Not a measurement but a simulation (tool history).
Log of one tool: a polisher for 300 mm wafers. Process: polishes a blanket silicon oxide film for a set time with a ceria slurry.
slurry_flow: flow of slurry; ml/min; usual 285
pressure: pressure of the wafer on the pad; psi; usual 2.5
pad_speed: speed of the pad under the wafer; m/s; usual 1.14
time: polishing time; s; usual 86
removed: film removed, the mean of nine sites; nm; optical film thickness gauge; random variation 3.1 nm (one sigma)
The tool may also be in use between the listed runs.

run	hour	slurry_flow	pressure	pad_speed	time	wafers since the last listed run	wafers polished on this pad	hours since the slurry nozzle was cleaned	hours since the head pressure was calibrated	incoming thickness of the incoming film, nm	removed
1	0	285	2.5	1.14	86	0	165	647	195.6	1255.7	317.7
2	7.2	285	2.5	1.24	86	77	243	654.2	202.8	1269.3	345.8
3	24.6	285	2.5	1.24	86	187	431	671.6	220.2	1263.1	346.1
4	34.8	285	2.5	1.24	86	110	541	681.8	230.4	1237.2	345
5	48.1	285	2	1.14	86	143	684	695.1	243.7	1271.7	273.4
6	64.5	285	2	1.14	86	176	861	711.5	260.1	1270.4	271.3
7	73.3	285	2.5	1.14	86	94	956	720.3	268.9	1254.1	318.6
# hour 88.2: worn pad replaced by a new one
8	88.7	285	2.5	1.14	86	123	5	735.7	284.3	1260.7	319.4
# hour 96.6: slurry nozzle cleaned
9	101.6	285	2.5	1.14	86	128	133	5	297.2	1254	316.4
10	108.8	285	2.5	1.14	86	77	211	12.2	304.4	1248.6	311.4
11	124.5	285	2.5	1.14	86	169	380	27.9	320.1	1257.7	315.8
# hour 156.2: head pressure recalibrated
12	163.8	285	2.5	1.42	86	402	783	67.2	7.6	1261.4	396.8
13	173.7	285	2.5	1.42	86	106	890	77.1	17.5	1270.7	387.7
14	187.3	285	2.5	1.42	86	146	1037	90.7	31.1	1269.1	388.9
15	203.3	285	2.5	1.14	86	172	1209	106.7	47.1	1265.6	318.5
16	211.4	200	2.5	0.96	86	87	1297	114.8	55.2	1254.5	258.1
# hour 216.3: worn pad replaced by a new one
17	224.8	285	2	1.14	86	101	91	128.2	68.6	1258	268.5
18	234.3	285	2	1.14	86	102	193	137.7	78.1	1258.4	272.9
19	246.4	285	3.1	1.14	86	130	324	149.8	90.2	1246.8	366.2
20	261.9	285	2.5	1.14	86	167	491	165.3	105.7	1272.6	317.6
21	271.8	200	3.2	0.9	86	106	598	175.2	115.6	1244.5	285.8
22	286.3	285	2.5	1.3	86	156	755	189.7	130.1	1278.3	362
23	304.2	285	2.1	1.14	60	193	948	207.6	148	1237.2	195
# hour 318: worn pad replaced by a new one
24	318.9	285	2.5	0.84	86	115	9	222.3	162.7	1261.7	233.5
25	329.9	325	2.5	1.14	86	118	128	233.3	173.7	1286.1	321.6
26	342.3	285	2.5	1.34	86	133	262	245.7	186.1	1257.3	372.5
27	355.3	285	2.2	1.14	98	140	402	258.7	199.1	1253.1	329.7
28	368.1	350	2.5	1.14	86	138	540	271.5	211.9	1264.2	320.2
29	385.5	190	1.9	0.78	110	187	728	288.9	229.3	1263.4	218.6
30	403.4	365	2.2	0.76	110	193	921	306.8	247.2	1258.6	251.8
31	415.5	195	2.7	0.9	86	130	1051	318.9	259.3	1256.7	248.6
# hour 420.1: worn pad replaced by a new one
32	424.5	285	2.5	0.84	61	53	47	327.9	268.3	1259.9	165.5
33	430.9	195	2.7	0.9	86	69	116	334.3	274.7	1251.8	250.8
34	437.8	285	2.5	1.14	86	74	190	341.2	281.6	1264.3	311.2
35	448.3	210	3.3	1.14	86	113	304	351.7	292.1	1238.6	376.7
36	456.4	285	2.8	0.82	86	87	391	359.8	300.2	1275.8	247.9
37	465.4	205	2.8	0.8	109	97	488	368.8	309.2	1280.2	290.1
38	477.1	285	2.5	1.14	86	126	614	380.5	320.9	1262.6	312.7

The tool's hidden state at each run:
removal rate lost through wear of the pad, %: 0 in every run
slurry flow missing at the pad, %: 0 in every run
deviation of the head's pressure from its setpoint, %: 0 in every run
